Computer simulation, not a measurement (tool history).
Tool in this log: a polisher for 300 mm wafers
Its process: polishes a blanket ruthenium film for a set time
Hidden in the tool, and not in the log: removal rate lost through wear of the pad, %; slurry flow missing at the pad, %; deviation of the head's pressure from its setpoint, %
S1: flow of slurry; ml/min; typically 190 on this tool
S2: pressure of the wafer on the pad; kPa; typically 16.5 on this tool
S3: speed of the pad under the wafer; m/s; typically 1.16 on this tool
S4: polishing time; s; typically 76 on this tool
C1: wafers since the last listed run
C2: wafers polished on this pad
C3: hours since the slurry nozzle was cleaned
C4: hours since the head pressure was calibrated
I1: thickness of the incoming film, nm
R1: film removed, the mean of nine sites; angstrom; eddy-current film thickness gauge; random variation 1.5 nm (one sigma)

run	hour	S1	S2	S3	S4	C1	C2	C3	C4	I1	R1
1	0	190	16.5	1.16	76	0	138	256.8	1019.8	546.3	1188
2	8.7	190	16.5	1.16	76	109	247	265.5	1028.5	550.9	1159
3	18.6	190	16.5	1.16	76	124	371	275.4	1038.4	546.5	1150
4	28.8	190	16.5	1.16	76	128	499	285.6	1048.6	551.7	1098
5	38	190	16.5	1.16	76	115	615	294.8	1057.8	550.7	1109
6	55.6	190	16.5	1.16	76	220	835	312.4	1075.4	552.6	1109
7	67	150	16.5	1.16	76	143	978	323.8	1086.8	546.5	1053
8	77.1	150	16.5	1.16	76	126	1105	333.9	1096.9	551.6	1025
9	94.2	150	16.5	1.16	76	214	1320	351	1114	552.2	988
# hour 104.3: worn pad replaced by a new one
10	112.1	190	16.5	1.16	76	174	98	368.9	1131.9	540.8	1193
# hour 137.7: head pressure recalibrated
11	157.9	145	16.5	1.46	76	549	648	414.7	20.2	543.6	1357
12	172.9	190	19.3	1.16	76	188	836	429.7	35.2	550.8	1290
13	186.5	190	16.5	1.16	76	170	1007	443.3	48.8	558.2	1083
14	197.3	190	16.5	1.16	76	135	1142	454.1	59.6	554.6	1086
15	204.1	190	16.5	1.16	76	85	1227	460.9	66.4	543	1086
# hour 211.9: slurry nozzle cleaned
16	219.8	190	16.5	1.16	76	184	1412	7.9	82.1	555.9	1067
# hour 229.9: worn pad replaced by a new one
17	230.4	190	21.4	1.16	62	82	6	18.5	92.7	557.6	1275
18	234.1	190	16.5	1.16	76	46	52	22.2	96.4	550.3	1199
19	241.2	215	16.5	1.36	76	89	141	29.3	103.5	545.8	1414
20	263.4	190	16.5	1.28	76	278	420	51.5	125.7	548.7	1292
21	279.6	190	16.5	1.16	88	203	623	67.7	141.9	557.5	1327
22	292.1	190	16.5	1.16	76	156	780	80.2	154.4	542.8	1124

Expected results for the next run?
23	307.9	250	14.5	1.28	76	198	978	96	170.2	549.9	?

Run 23 measured R1 1072 angstrom.
With no hidden state in the tool, this same run would have given R1 1173 angstrom.

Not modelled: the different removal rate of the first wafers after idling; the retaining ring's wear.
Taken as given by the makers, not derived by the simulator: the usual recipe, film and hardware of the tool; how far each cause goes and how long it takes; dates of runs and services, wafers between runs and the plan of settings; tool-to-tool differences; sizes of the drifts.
